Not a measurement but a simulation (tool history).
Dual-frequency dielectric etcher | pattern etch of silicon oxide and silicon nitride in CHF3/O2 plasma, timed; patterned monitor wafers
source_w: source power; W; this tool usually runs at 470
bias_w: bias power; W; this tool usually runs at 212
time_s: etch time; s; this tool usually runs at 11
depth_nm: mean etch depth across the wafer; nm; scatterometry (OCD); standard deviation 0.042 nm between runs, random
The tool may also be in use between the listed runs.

run,hour,source_w,bias_w,time_s,wafers since the last listed run,hours since the last wet clean,hours since the last source power generator calibration,hours since the last bias power generator calibration,hours since the last upper electrode change,hours since the gauge calibration,"read-back reference wafer on the same gauge, depth_nm",depth_nm
1,0,470,212,11,0,460.2,2657.4,3760.8,4572.8,118.6,13.4,14.34
2,12,470,212,11,162,472.2,2669.4,3772.8,4584.8,130.6,13.38,14.35
3,21.1,470,212,11,122,481.3,2678.5,3781.9,4593.9,139.7,13.41,14.29
4,35.8,470,212,12.5,198,496,2693.2,3796.6,4608.6,154.4,13.41,16.37
5,43.5,470,212,11,104,503.7,2700.9,3804.3,4616.3,162.1,13.39,14.26
6,56.9,470,212,11,181,517.1,2714.3,3817.7,4629.7,175.5,13.4,14.36
# hour 62.7: gauge calibrated
7,68.3,470,212,11,154,528.5,2725.7,3829.1,4641.1,5.6,13.39,14.34
# hour 96.6: upper electrode replaced
8,97.1,470,212,11,64,557.3,2754.5,3857.9,0.5,34.4,13.4,14.36
9,97.4,470,212,11,4,557.6,2754.8,3858.2,0.8,34.7,13.39,14.38
10,106.4,470,212,11,121,566.6,2763.8,3867.2,9.8,43.7,13.4,14.37
# hour 135.8: wet clean of the chamber
11,136.3,390,232,11,79,0.5,2793.7,3897.1,39.7,73.6,13.39,13.78
12,136.6,390,232,11,4,0.8,2794,3897.4,40,73.9,13.41,13.8
# hour 151.7: source power generator calibrated
13,152.2,390,232,11,156,16.4,0.5,3913,55.6,89.5,13.39,13.88
14,158.7,470,212,8.5,87,22.9,7,3919.5,62.1,96,13.4,10.75
15,176.2,470,191,9.5,236,40.4,24.5,3937,79.6,113.5,13.4,11.73
16,188,470,191,9.5,159,52.2,36.3,3948.8,91.4,125.3,13.39,11.77
# hour 196.4: bias power generator calibrated
17,199.2,470,192,9,97,63.4,47.5,2.8,102.6,136.5,13.41,11.13
# hour 205: gauge calibrated
18,209.4,580,212,14,137,73.6,57.7,13,112.8,4.4,13.4,18.57
19,221,470,165,13,156,85.2,69.3,24.6,124.4,16,13.41,15.43
20,231.2,560,212,12.5,137,95.4,79.5,34.8,134.6,26.2,13.41,16.51
21,243.4,470,212,11,164,107.6,91.7,47,146.8,38.4,13.4,14.02
22,254.1,370,212,11,144,118.3,102.4,57.7,157.5,49.1,13.39,13.43
23,260.8,400,250,8.5,90,125,109.1,64.4,164.2,55.8,13.4,11.06
24,285.5,470,212,11,333,149.7,133.8,89.1,188.9,80.5,13.4,14.1
25,293.3,580,212,11,105,157.5,141.6,96.9,196.7,88.3,13.42,14.77
26,308.8,470,212,9,209,173,157.1,112.4,212.2,103.8,13.42,11.56

Below are 4 alternative next runs, each starting from the tool's condition after run 26. Predict each:
A,309.2,470,177,11,5,173.4,157.5,112.8,212.6,104.2,?,?
B,309.2,520,243,8.5,5,173.4,157.5,112.8,212.6,104.2,?,?
C,309.2,540,212,9,5,173.4,157.5,112.8,212.6,104.2,?,?
D,309.2,470,236,11,5,173.4,157.5,112.8,212.6,104.2,?,?

run,"read-back reference wafer on the same gauge, depth_nm",depth_nm
A,13.39,13.48
B,13.39,11.61
C,13.39,11.91
D,13.39,14.6
What these runs would have given with no unlogged condition in the tool:
run,depth_nm
A,13.32
B,11.48
C,11.77
D,14.43
